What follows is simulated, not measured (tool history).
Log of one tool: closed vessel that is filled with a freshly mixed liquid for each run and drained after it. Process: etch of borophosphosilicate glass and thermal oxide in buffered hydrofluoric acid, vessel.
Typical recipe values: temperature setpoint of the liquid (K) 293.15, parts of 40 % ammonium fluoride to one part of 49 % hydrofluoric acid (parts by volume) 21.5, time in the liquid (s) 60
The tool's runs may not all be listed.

run,hour,temperature setpoint of the liquid (K),parts of 40 % ammonium fluoride to one part of 49 % hydrofluoric acid (parts by volume),time in the liquid (s),wafers since the last listed run,hours since the thermometer was replaced,hours since the hydrofluoric acid flow meter was replaced,hours since the gauge calibration,"read-back film thickness of the borophosphosilicate glass reference wafer, read on the same gauge (nm)","read-back film thickness of the thermal oxide reference wafer, read on the same gauge (nm)",thickness taken off the borophosphosilicate glass on a monitor wafer (Å),thickness taken off the thermal oxide on a monitor wafer (Å)
1,0,293.15,21.5,60,0,1214.7,259.3,625.8,130,79.98,258.1,217.5
2,35.6,293.15,15.5,50,2230,1250.3,294.9,661.4,130.03,79.99,280.3,235.5
3,55.9,293.15,15.5,50,1271,1270.6,315.2,681.7,130,79.99,277.4,233.3
4,69.7,293.15,15.5,50,864,1284.4,329,695.5,129.98,79.98,277.5,232.5
5,84.4,293.15,29.5,40,920,1299.1,343.7,710.2,130.03,80.01,132.3,111.5
6,105.3,293.15,19,60,1309,1320,364.6,731.1,130,80,274,229
# hour 152.4: thermometer replaced
7,152.9,293.15,21.5,60,2919,0.5,412.2,778.7,130.01,79.98,295.1,246.7
8,181.2,293.15,21.5,60,1772,28.8,440.5,807,130.04,80.02,288.2,245.2
# hour 188.5: gauge calibrated
9,196.4,290.15,14,45,952,44,455.7,7.9,130.02,80.02,265.7,222.3
10,220.2,295.65,21.5,60,1491,67.8,479.5,31.7,129.99,80,332.6,279.2
11,240.7,293.15,24,30,1284,88.3,500,52.2,129.98,80.03,133,110.7
12,253.4,290.15,25.5,40,795,101,512.7,64.9,129.96,79.95,141,120.5
13,276,293.15,21.5,60,1415,123.6,535.3,87.5,130.03,80.01,283.5,241.5
14,311.5,290.65,19,85,2224,159.1,570.8,123,130,80,380.5,317.5
15,339.3,293.15,21.5,60,1741,186.9,598.6,150.8,129.99,80,280.3,236.2
# hour 359.2: hydrofluoric acid flow meter replaced
16,373.4,291.65,21.5,85,2073,221,14.2,184.9,129.97,80.01,395.8,328.1
17,464.6,293.15,21.5,60,5713,312.2,105.4,276.1,130,80.01,295.6,247.7
18,496.9,291.15,21.5,60,2023,344.5,137.7,308.4,130.02,80.02,258.3,221.1
19,518.9,291.15,24,60,1378,366.5,159.7,330.4,130.01,79.99,243.3,203.5
20,536.8,290.15,25.5,75,1121,384.4,177.6,348.3,129.97,80,269.9,226
21,560.7,290.15,18,45,1497,408.3,201.5,372.2,129.96,80.02,210.7,177.9
22,576.7,290.15,13,60,1002,424.3,217.5,388.2,130,79.98,381.5,321.1
23,595.5,294.65,16,35,1177,443.1,236.3,407,129.96,80.02,235.7,197.3
24,623.2,293.15,21.5,60,1735,470.8,264,434.7,129.94,79.98,281.8,239
25,649.6,293.15,21.5,30,1653,497.2,290.4,461.1,129.94,80.02,141.2,118.8

Describe how what the log doesn't record of the tool's condition differs between the last listed run preceding each entry between runs and the first listed run following it.
Runs 6 to 7: thermometer replaced (hour 152.4)
  liquid colder than its thermometer reads (K): 2.86 -> 0.00392; hydrofluoric acid flow below the setpoint (%): 7.77 -> 8.58
  measured value less the no-hidden-state value, thickness taken off the borophosphosilicate glass on a monitor wafer (Å): -71.4 -> -19; thickness taken off the thermal oxide on a monitor wafer (Å): -60.1 -> -15.8
Runs 8 to 9: gauge calibrated (hour 188.5)
  liquid colder than its thermometer reads (K): 0.0538 -> 0.0806; hydrofluoric acid flow below the setpoint (%): 9.06 -> 9.32
  measured value less the no-hidden-state value, thickness taken off the borophosphosilicate glass on a monitor wafer (Å): -20.5 -> -28.3; thickness taken off the thermal oxide on a monitor wafer (Å): -17.4 -> -23.6
Runs 15 to 16: hydrofluoric acid flow meter replaced (hour 359.2)
  liquid colder than its thermometer reads (K): 0.332 -> 0.392; hydrofluoric acid flow below the setpoint (%): 11.7 -> 2.01
  measured value less the no-hidden-state value, thickness taken off the borophosphosilicate glass on a monitor wafer (Å): -31 -> -14.5; thickness taken off the thermal oxide on a monitor wafer (Å): -26.1 -> -12.1
